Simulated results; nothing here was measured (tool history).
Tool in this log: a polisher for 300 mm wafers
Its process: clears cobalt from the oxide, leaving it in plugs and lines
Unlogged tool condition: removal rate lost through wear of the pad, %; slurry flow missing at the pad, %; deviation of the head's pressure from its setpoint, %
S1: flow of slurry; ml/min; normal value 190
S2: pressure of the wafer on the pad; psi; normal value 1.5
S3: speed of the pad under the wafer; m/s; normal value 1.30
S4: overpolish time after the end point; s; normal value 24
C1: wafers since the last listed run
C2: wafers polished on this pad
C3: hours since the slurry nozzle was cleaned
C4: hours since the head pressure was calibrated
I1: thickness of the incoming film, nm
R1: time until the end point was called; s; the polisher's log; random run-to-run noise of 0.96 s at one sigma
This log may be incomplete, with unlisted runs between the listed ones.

| run | hour | S1 | S2 | S3 | S4 | C1 | C2 | C3 | C4 | I1 | R1 |
|---|---|---|---|---|---|---|---|---|---|---|---|
| 1 | 0.0 | 190 | 1.5 | 0.98 | 24 | 0 | 289 | 57.6 | 1463.5 | 299.7 | 67.2 |
| 2 | 11.1 | 235 | 1.5 | 1.30 | 19 | 140 | 430 | 68.7 | 1474.6 | 301.8 | 53.2 |
| 3 | 18.9 | 235 | 1.5 | 1.30 | 19 | 98 | 528 | 76.5 | 1482.4 | 299.1 | 53.0 |
| 4 | 36.4 | 190 | 1.5 | 1.30 | 33 | 221 | 749 | 94.0 | 1499.9 | 294.6 | 55.2 |
| 5 | 43.0 | 190 | 1.5 | 1.30 | 33 | 83 | 833 | 100.6 | 1506.5 | 295.3 | 53.1 |
| 6 | 59.5 | 190 | 1.5 | 1.30 | 24 | 208 | 1041 | 117.1 | 1523.0 | 299.0 | 55.6 |
|  | 95.0 | worn pad replaced by a new one |
| 7 | 107.1 | 190 | 1.5 | 1.30 | 24 | 550 | 152 | 164.7 | 1570.6 | 300.7 | 56.4 |
| 8 | 120.7 | 190 | 1.5 | 1.30 | 24 | 171 | 324 | 178.3 | 1584.2 | 300.1 | 56.2 |
|  | 124.1 | head pressure recalibrated |
| 9 | 135.0 | 165 | 1.5 | 1.30 | 24 | 155 | 479 | 192.6 | 10.9 | 303.3 | 57.9 |
| 10 | 149.2 | 190 | 1.5 | 1.30 | 24 | 179 | 659 | 206.8 | 25.1 | 299.2 | 55.1 |
| 11 | 161.2 | 190 | 1.5 | 1.30 | 24 | 151 | 811 | 218.8 | 37.1 | 294.1 | 54.5 |
| 12 | 185.5 | 235 | 1.5 | 1.30 | 19 | 307 | 1118 | 243.1 | 61.4 | 303.9 | 54.9 |
| 13 | 204.3 | 235 | 1.5 | 1.30 | 24 | 237 | 1355 | 261.9 | 80.2 | 302.1 | 56.4 |
| 14 | 213.9 | 190 | 1.5 | 1.30 | 24 | 121 | 1476 | 271.5 | 89.8 | 306.0 | 57.0 |
|  | 249.4 | worn pad replaced by a new one |
| 15 | 263.4 | 145 | 1.5 | 1.74 | 17 | 574 | 177 | 321.0 | 139.3 | 299.5 | 50.2 |
| 16 | 274.3 | 155 | 1.1 | 1.30 | 24 | 137 | 315 | 331.9 | 150.2 | 297.3 | 79.0 |
| 17 | 290.1 | 225 | 1.5 | 1.30 | 13 | 199 | 514 | 347.7 | 166.0 | 303.1 | 58.8 |
|  | 301.7 | slurry nozzle cleaned |
| 18 | 302.2 | 190 | 1.5 | 1.30 | 24 | 140 | 655 | 0.5 | 178.1 | 297.9 | 52.8 |
| 19 | 308.7 | 145 | 1.0 | 1.30 | 13 | 82 | 737 | 7.0 | 184.6 | 305.1 | 76.2 |
| 20 | 319.2 | 190 | 1.5 | 0.98 | 24 | 132 | 869 | 17.5 | 195.1 | 297.3 | 66.2 |
| 21 | 333.5 | 125 | 2.0 | 1.08 | 17 | 180 | 1050 | 31.8 | 209.4 | 297.9 | 54.6 |
| 22 | 346.8 | 190 | 1.5 | 0.98 | 24 | 168 | 1218 | 45.1 | 222.7 | 302.3 | 68.6 |
| 23 | 356.8 | 170 | 1.2 | 1.72 | 34 | 126 | 1344 | 55.1 | 232.7 | 299.0 | 49.6 |
| 24 | 366.3 | 235 | 1.5 | 1.30 | 19 | 120 | 1464 | 64.6 | 242.2 | 305.5 | 54.4 |
| 25 | 381.2 | 225 | 1.2 | 1.30 | 24 | 188 | 1653 | 79.5 | 257.1 | 299.5 | 64.5 |
|  | 391.7 | worn pad replaced by a new one |
| 26 | 392.2 | 190 | 1.5 | 1.30 | 24 | 88 | 6 | 90.5 | 268.1 | 300.3 | 54.2 |
| 27 | 404.9 | 190 | 1.2 | 1.30 | 29 | 160 | 166 | 103.2 | 280.8 | 297.9 | 63.0 |
| 28 | 411.8 | 245 | 1.5 | 1.30 | 12 | 87 | 253 | 110.1 | 287.7 | 301.1 | 52.7 |
| 29 | 425.6 | 125 | 1.3 | 0.92 | 24 | 174 | 428 | 123.9 | 301.5 | 300.5 | 86.6 |
| 30 | 438.6 | 190 | 1.6 | 1.72 | 24 | 164 | 592 | 136.9 | 314.5 | 295.9 | 39.5 |
| 31 | 447.0 | 190 | 1.5 | 1.30 | 24 | 106 | 698 | 145.3 | 322.9 | 303.9 | 54.2 |
| 32 | 464.4 | 190 | 1.2 | 1.30 | 24 | 219 | 918 | 162.7 | 340.3 | 302.4 | 63.5 |
| 33 | 479.0 | 190 | 1.5 | 1.30 | 24 | 184 | 1102 | 177.3 | 354.9 | 305.2 | 55.5 |
| 34 | 492.4 | 140 | 1.5 | 1.30 | 38 | 169 | 1272 | 190.7 | 368.3 | 304.5 | 60.6 |
| 35 | 505.7 | 190 | 1.5 | 1.30 | 38 | 168 | 1440 | 204.0 | 381.6 | 294.3 | 54.0 |
| 36 | 514.1 | 190 | 1.5 | 1.76 | 12 | 106 | 1546 | 212.4 | 390.0 | 302.3 | 43.4 |

Entry by entry between the runs, the difference in hidden state between the last listed run before and the first listed run after:
After run 6, before run 7: worn pad replaced by a new one (hour 95.0)
  slurry flow missing at the pad, %: 7.63 -> 12.4
  what was measured, less what the result would be without the hidden state, R1: +0.6 -> +1.1 s
After run 8, before run 9: head pressure recalibrated (hour 124.1)
  slurry flow missing at the pad, %: 14.1 -> 16
  what was measured, less what the result would be without the hidden state, R1: +1.2 -> +1.7 s
After run 14, before run 15: worn pad replaced by a new one (hour 249.4)
  slurry flow missing at the pad, %: 29 -> 39.5
  what was measured, less what the result would be without the hidden state, R1: +3.0 -> +5.2 s
After run 17, before run 18: slurry nozzle cleaned (hour 301.7)
  slurry flow missing at the pad, %: 45.8 -> 0.0719
  what was measured, less what the result would be without the hidden state, R1: +5.4 -> +0.0 s
After run 25, before run 26: worn pad replaced by a new one (hour 391.7)
  slurry flow missing at the pad, %: 2.32 -> 2.99
  what was measured, less what the result would be without the hidden state, R1: +0.2 -> +0.3 s

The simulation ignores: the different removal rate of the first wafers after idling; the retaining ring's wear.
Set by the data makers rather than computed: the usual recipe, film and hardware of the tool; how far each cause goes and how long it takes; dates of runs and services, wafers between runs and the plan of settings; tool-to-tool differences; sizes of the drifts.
